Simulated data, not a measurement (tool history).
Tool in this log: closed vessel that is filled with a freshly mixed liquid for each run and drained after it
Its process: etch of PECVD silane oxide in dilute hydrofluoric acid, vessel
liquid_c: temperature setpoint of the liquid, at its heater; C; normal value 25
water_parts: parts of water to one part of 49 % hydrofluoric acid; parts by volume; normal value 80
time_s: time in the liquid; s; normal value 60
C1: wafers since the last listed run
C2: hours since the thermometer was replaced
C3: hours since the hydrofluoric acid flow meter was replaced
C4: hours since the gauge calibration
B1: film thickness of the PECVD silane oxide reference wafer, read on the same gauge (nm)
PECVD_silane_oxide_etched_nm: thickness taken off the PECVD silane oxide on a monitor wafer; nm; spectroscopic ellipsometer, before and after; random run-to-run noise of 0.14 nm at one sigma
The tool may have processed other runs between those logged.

run 1 hour=0 | liquid_c=25 water_parts=80 time_s=75 | C1=0 C2=1851.7 C3=1043.3 C4=202 | B1=89.99 | PECVD_silane_oxide_etched_nm=18.23
run 2 hour=78.3 | liquid_c=25 water_parts=80 time_s=75 | C1=8308 C2=1930 C3=1121.6 C4=280.3 | B1=89.98 | PECVD_silane_oxide_etched_nm=18.21
run 3 hour=104.8 | liquid_c=25 water_parts=80 time_s=75 | C1=2812 C2=1956.5 C3=1148.1 C4=306.8 | B1=90.04 | PECVD_silane_oxide_etched_nm=18.37
run 4 hour=121.1 | liquid_c=25 water_parts=80 time_s=60 | C1=1729 C2=1972.8 C3=1164.4 C4=323.1 | B1=90 | PECVD_silane_oxide_etched_nm=14.6
run 5 hour=141.5 | liquid_c=25 water_parts=80 time_s=60 | C1=2164 C2=1993.2 C3=1184.8 C4=343.5 | B1=89.95 | PECVD_silane_oxide_etched_nm=14.59
run 6 hour=159.6 | liquid_c=25 water_parts=80 time_s=60 | C1=1920 C2=2011.3 C3=1202.9 C4=361.6 | B1=90.03 | PECVD_silane_oxide_etched_nm=14.7
run 7 hour=172.9 | liquid_c=25 water_parts=80 time_s=60 | C1=1411 C2=2024.6 C3=1216.2 C4=374.9 | B1=90.02 | PECVD_silane_oxide_etched_nm=14.43
run 8 hour=191.3 | liquid_c=25 water_parts=80 time_s=60 | C1=1952 C2=2043 C3=1234.6 C4=393.3 | B1=89.99 | PECVD_silane_oxide_etched_nm=14.53
run 9 hour=204.1 | liquid_c=25 water_parts=80 time_s=60 | C1=1358 C2=2055.8 C3=1247.4 C4=406.1 | B1=89.96 | PECVD_silane_oxide_etched_nm=14.83
run 10 hour=221.4 | liquid_c=25 water_parts=80 time_s=60 | C1=1835 C2=2073.1 C3=1264.7 C4=423.4 | B1=89.99 | PECVD_silane_oxide_etched_nm=14.47
run 11 hour=240.5 | liquid_c=25 water_parts=80 time_s=60 | C1=2026 C2=2092.2 C3=1283.8 C4=442.5 | B1=90 | PECVD_silane_oxide_etched_nm=14.51
-- hour=254.1 gauge calibrated
run 12 hour=275.6 | liquid_c=25 water_parts=80 time_s=60 | C1=3724 C2=2127.3 C3=1318.9 C4=21.5 | B1=89.95 | PECVD_silane_oxide_etched_nm=14.64
run 13 hour=299.5 | liquid_c=25 water_parts=80 time_s=60 | C1=2536 C2=2151.2 C3=1342.8 C4=45.4 | B1=89.97 | PECVD_silane_oxide_etched_nm=14.53
run 14 hour=320 | liquid_c=25 water_parts=80 time_s=60 | C1=2175 C2=2171.7 C3=1363.3 C4=65.9 | B1=89.99 | PECVD_silane_oxide_etched_nm=14.71
run 15 hour=347.1 | liquid_c=25 water_parts=80 time_s=50 | C1=2875 C2=2198.8 C3=1390.4 C4=93 | B1=90 | PECVD_silane_oxide_etched_nm=12.1
run 16 hour=381.2 | liquid_c=25 water_parts=80 time_s=50 | C1=3618 C2=2232.9 C3=1424.5 C4=127.1 | B1=90.01 | PECVD_silane_oxide_etched_nm=12.44
run 17 hour=413.4 | liquid_c=25 water_parts=80 time_s=60 | C1=3416 C2=2265.1 C3=1456.7 C4=159.3 | B1=89.99 | PECVD_silane_oxide_etched_nm=14.52
run 18 hour=428.1 | liquid_c=25 water_parts=80 time_s=75 | C1=1559 C2=2279.8 C3=1471.4 C4=174 | B1=90.01 | PECVD_silane_oxide_etched_nm=18.24
run 19 hour=459.4 | liquid_c=26.5 water_parts=50 time_s=60 | C1=3321 C2=2311.1 C3=1502.7 C4=205.3 | B1=90.02 | PECVD_silane_oxide_etched_nm=26.32
run 20 hour=494.4 | liquid_c=27 water_parts=80 time_s=35 | C1=3714 C2=2346.1 C3=1537.7 C4=240.3 | B1=90 | PECVD_silane_oxide_etched_nm=9.24
run 21 hour=528.6 | liquid_c=25 water_parts=80 time_s=60 | C1=3629 C2=2380.3 C3=1571.9 C4=274.5 | B1=89.98 | PECVD_silane_oxide_etched_nm=14.59
-- hour=543.7 hydrofluoric acid flow meter replaced
run 22 hour=561.9 | liquid_c=25 water_parts=80 time_s=60 | C1=3427 C2=2413.6 C3=18.2 C4=307.8 | B1=90 | PECVD_silane_oxide_etched_nm=14.7
run 23 hour=580.2 | liquid_c=27 water_parts=105 time_s=90 | C1=1941 C2=2431.9 C3=36.5 C4=326.1 | B1=89.96 | PECVD_silane_oxide_etched_nm=17.49
-- hour=586.8 thermometer replaced
run 24 hour=592.2 | liquid_c=23.5 water_parts=80 time_s=60 | C1=1167 C2=5.4 C3=48.5 C4=338.1 | B1=90.02 | PECVD_silane_oxide_etched_nm=13.84
run 25 hour=606.1 | liquid_c=25 water_parts=80 time_s=60 | C1=1474 C2=19.3 C3=62.4 C4=352 | B1=90.01 | PECVD_silane_oxide_etched_nm=14.53
run 26 hour=639.7 | liquid_c=29 water_parts=55 time_s=70 | C1=3565 C2=52.9 C3=96 C4=385.6 | B1=90 | PECVD_silane_oxide_etched_nm=30.46
run 27 hour=652.3 | liquid_c=27 water_parts=80 time_s=60 | C1=1337 C2=65.5 C3=108.6 C4=398.2 | B1=90.03 | PECVD_silane_oxide_etched_nm=15.83
run 28 hour=668.4 | liquid_c=25 water_parts=45 time_s=40 | C1=1708 C2=81.6 C3=124.7 C4=414.3 | B1=90 | PECVD_silane_oxide_etched_nm=18.21

For run 29, what comes out?
run 29 hour=712.3 | liquid_c=25 water_parts=80 time_s=60 | C1=4658 C2=125.5 C3=168.6 C4=458.2 | B1=? | PECVD_silane_oxide_etched_nm=?

B1: 89.99
PECVD_silane_oxide_etched_nm: 14.41 nm
Minus the tool's unlogged condition, the same run would have read PECVD_silane_oxide_etched_nm 14.41 nm.
